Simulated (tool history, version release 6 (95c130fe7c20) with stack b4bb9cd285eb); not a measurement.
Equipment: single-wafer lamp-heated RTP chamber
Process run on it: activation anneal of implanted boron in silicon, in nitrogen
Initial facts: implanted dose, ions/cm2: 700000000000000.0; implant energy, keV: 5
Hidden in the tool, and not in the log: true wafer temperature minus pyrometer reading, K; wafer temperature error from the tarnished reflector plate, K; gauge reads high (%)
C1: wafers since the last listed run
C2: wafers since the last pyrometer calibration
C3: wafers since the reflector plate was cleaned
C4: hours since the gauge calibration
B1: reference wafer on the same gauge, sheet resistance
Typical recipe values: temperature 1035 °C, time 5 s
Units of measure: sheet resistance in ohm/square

{"run": 1, "hour": 0.0, "temperature": 1035, "time": 5, "C1": 0, "C2": 648, "C3": 7412, "C4": 189.2, "B1": 176.1, "sheet resistance": 184.01}
{"run": 2, "hour": 68.9, "temperature": 1035, "time": 5, "C1": 1259, "C2": 1908, "C3": 8671, "C4": 258.1, "B1": 176.0, "sheet resistance": 182.69}
{"run": 3, "hour": 111.2, "temperature": 1035, "time": 6, "C1": 773, "C2": 2681, "C3": 9445, "C4": 300.4, "B1": 175.89, "sheet resistance": 180.54}
{"run": 4, "hour": 169.3, "temperature": 1035, "time": 5, "C1": 1062, "C2": 3743, "C3": 10507, "C4": 358.5, "B1": 176.16, "sheet resistance": 183.21}
{"run": 5, "hour": 204.7, "temperature": 1035, "time": 5, "C1": 647, "C2": 4391, "C3": 11154, "C4": 393.9, "B1": 175.96, "sheet resistance": 181.43}
{"run": 6, "hour": 258.7, "temperature": 1035, "time": 5, "C1": 987, "C2": 5378, "C3": 12141, "C4": 447.9, "B1": 175.97, "sheet resistance": 181.06}
{"run": 7, "hour": 316.6, "temperature": 1025, "time": 5, "C1": 1058, "C2": 6436, "C3": 13200, "C4": 505.8, "B1": 176.03, "sheet resistance": 183.06}
{"hour": 354.2, "done": "reflector plate cleaned"}
{"hour": 444.2, "done": "pyrometer window cleaned and pyrometer calibrated"}
{"run": 8, "hour": 502.0, "temperature": 1035, "time": 5, "C1": 3096, "C2": 1056, "C3": 2556, "C4": 691.2, "B1": 175.98, "sheet resistance": 183.32}
{"hour": 521.5, "done": "gauge calibrated"}
{"run": 9, "hour": 569.4, "temperature": 1035, "time": 5, "C1": 1232, "C2": 2288, "C3": 3788, "C4": 47.9, "B1": 175.94, "sheet resistance": 182.97}
{"run": 10, "hour": 610.0, "temperature": 1050, "time": 7, "C1": 742, "C2": 3030, "C3": 4530, "C4": 88.5, "B1": 175.9, "sheet resistance": 176.07}
{"run": 11, "hour": 643.0, "temperature": 1058, "time": 7, "C1": 603, "C2": 3634, "C3": 5134, "C4": 121.5, "B1": 176.0, "sheet resistance": 174.54}
{"run": 12, "hour": 684.8, "temperature": 1023, "time": 3, "C1": 764, "C2": 4398, "C3": 5898, "C4": 163.3, "B1": 176.03, "sheet resistance": 188.51}
{"run": 13, "hour": 715.2, "temperature": 1045, "time": 4, "C1": 555, "C2": 4953, "C3": 6453, "C4": 193.7, "B1": 176.0, "sheet resistance": 179.85}
{"run": 14, "hour": 739.9, "temperature": 1009, "time": 3, "C1": 451, "C2": 5405, "C3": 6905, "C4": 218.4, "B1": 175.96, "sheet resistance": 194.86}
{"run": 15, "hour": 776.5, "temperature": 1026, "time": 3, "C1": 669, "C2": 6074, "C3": 7574, "C4": 255.0, "B1": 176.03, "sheet resistance": 188.2}
{"run": 16, "hour": 819.4, "temperature": 1018, "time": 8, "C1": 784, "C2": 6858, "C3": 8358, "C4": 297.9, "B1": 175.89, "sheet resistance": 183.85}
{"run": 17, "hour": 858.8, "temperature": 1035, "time": 5, "C1": 720, "C2": 7579, "C3": 9079, "C4": 337.3, "B1": 175.96, "sheet resistance": 179.35}

Across each entry between runs, compare the hidden state at the last listed run before it with the hidden state at the first listed run after it:
Between runs 7 and 8: reflector plate cleaned (hour 354.2); pyrometer window cleaned and pyrometer calibrated (hour 444.2)
  true wafer temperature minus pyrometer reading, K: 13.6 -> 5.92
  measured less the result without the state, sheet resistance: -5.09 -> -2.07 ohm/square
Between runs 8 and 9: gauge calibrated (hour 521.5)
  true wafer temperature minus pyrometer reading, K: 5.92 -> 8.93
  measured less the result without the state, sheet resistance: -2.07 -> -3.08 ohm/square
